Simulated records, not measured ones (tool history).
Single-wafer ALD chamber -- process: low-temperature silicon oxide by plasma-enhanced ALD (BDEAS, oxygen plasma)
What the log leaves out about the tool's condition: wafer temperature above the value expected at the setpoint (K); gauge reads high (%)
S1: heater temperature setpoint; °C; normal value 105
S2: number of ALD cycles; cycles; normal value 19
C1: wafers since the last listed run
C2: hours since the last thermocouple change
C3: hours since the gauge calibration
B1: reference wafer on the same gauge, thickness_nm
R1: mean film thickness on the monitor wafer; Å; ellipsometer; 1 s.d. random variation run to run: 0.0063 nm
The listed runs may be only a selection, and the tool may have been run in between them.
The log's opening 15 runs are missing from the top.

{"run": 16, "hour": 407.7, "S1": 105, "S2": 19, "C1": 302, "C2": 1519.7, "C3": 318.1, "B1": 2.641, "R1": 25.47}
{"run": 17, "hour": 423.2, "S1": 105, "S2": 19, "C1": 139, "C2": 1535.2, "C3": 333.6, "B1": 2.64, "R1": 25.59}
{"run": 18, "hour": 444.7, "S1": 105, "S2": 19, "C1": 193, "C2": 1556.7, "C3": 355.1, "B1": 2.642, "R1": 25.53}
{"run": 19, "hour": 461.8, "S1": 105, "S2": 19, "C1": 153, "C2": 1573.8, "C3": 372.2, "B1": 2.64, "R1": 25.5}
{"run": 20, "hour": 485.4, "S1": 105, "S2": 20, "C1": 211, "C2": 1597.4, "C3": 395.8, "B1": 2.64, "R1": 26.82}
{"run": 21, "hour": 510.9, "S1": 92, "S2": 19, "C1": 228, "C2": 1622.9, "C3": 421.3, "B1": 2.639, "R1": 26.82}
{"run": 22, "hour": 536.2, "S1": 105, "S2": 21, "C1": 227, "C2": 1648.2, "C3": 446.6, "B1": 2.639, "R1": 28.22}
{"run": 23, "hour": 561.6, "S1": 105, "S2": 19, "C1": 228, "C2": 1673.6, "C3": 472, "B1": 2.64, "R1": 25.58}
{"run": 24, "hour": 591.6, "S1": 116, "S2": 16, "C1": 269, "C2": 1703.6, "C3": 502, "B1": 2.64, "R1": 21.08}
{"run": 25, "hour": 625.0, "S1": 113, "S2": 21, "C1": 299, "C2": 1737, "C3": 535.4, "B1": 2.638, "R1": 27.72}
{"run": 26, "hour": 647.8, "S1": 105, "S2": 19, "C1": 204, "C2": 1759.8, "C3": 558.2, "B1": 2.64, "R1": 25.54}
{"run": 27, "hour": 681.1, "S1": 114, "S2": 21, "C1": 298, "C2": 1793.1, "C3": 591.5, "B1": 2.64, "R1": 27.58}
{"run": 28, "hour": 716.7, "S1": 98, "S2": 19, "C1": 319, "C2": 1828.7, "C3": 627.1, "B1": 2.641, "R1": 26.44}
{"run": 29, "hour": 734.9, "S1": 105, "S2": 19, "C1": 163, "C2": 1846.9, "C3": 645.3, "B1": 2.641, "R1": 25.68}
{"run": 30, "hour": 766.9, "S1": 105, "S2": 19, "C1": 287, "C2": 1878.9, "C3": 677.3, "B1": 2.641, "R1": 25.62}
{"hour": 770.1, "done": "gauge calibrated"}
{"run": 31, "hour": 799.7, "S1": 117, "S2": 18, "C1": 294, "C2": 1911.7, "C3": 29.6, "B1": 2.639, "R1": 23.64}
{"hour": 812.1, "done": "thermocouple changed; heater temperature recalibrated"}
{"run": 32, "hour": 820.6, "S1": 119, "S2": 19, "C1": 115, "C2": 8.5, "C3": 50.5, "B1": 2.638, "R1": 24.49}
{"run": 33, "hour": 902.7, "S1": 112, "S2": 17, "C1": 737, "C2": 90.6, "C3": 132.6, "B1": 2.637, "R1": 22.3}
{"run": 34, "hour": 932.4, "S1": 105, "S2": 23, "C1": 266, "C2": 120.3, "C3": 162.3, "B1": 2.64, "R1": 30.54}
{"run": 35, "hour": 967.6, "S1": 105, "S2": 19, "C1": 315, "C2": 155.5, "C3": 197.5, "B1": 2.642, "R1": 25.28}

Run 36 comes next. What will it give?
{"run": 36, "hour": 986.4, "S1": 105, "S2": 23, "C1": 168, "C2": 174.3, "C3": 216.3, "B1": "?", "R1": "?"}

B1: 2.639
R1: 30.49 Å
Had the tool carried no hidden state, the very same run would have given R1 30.44 Å.

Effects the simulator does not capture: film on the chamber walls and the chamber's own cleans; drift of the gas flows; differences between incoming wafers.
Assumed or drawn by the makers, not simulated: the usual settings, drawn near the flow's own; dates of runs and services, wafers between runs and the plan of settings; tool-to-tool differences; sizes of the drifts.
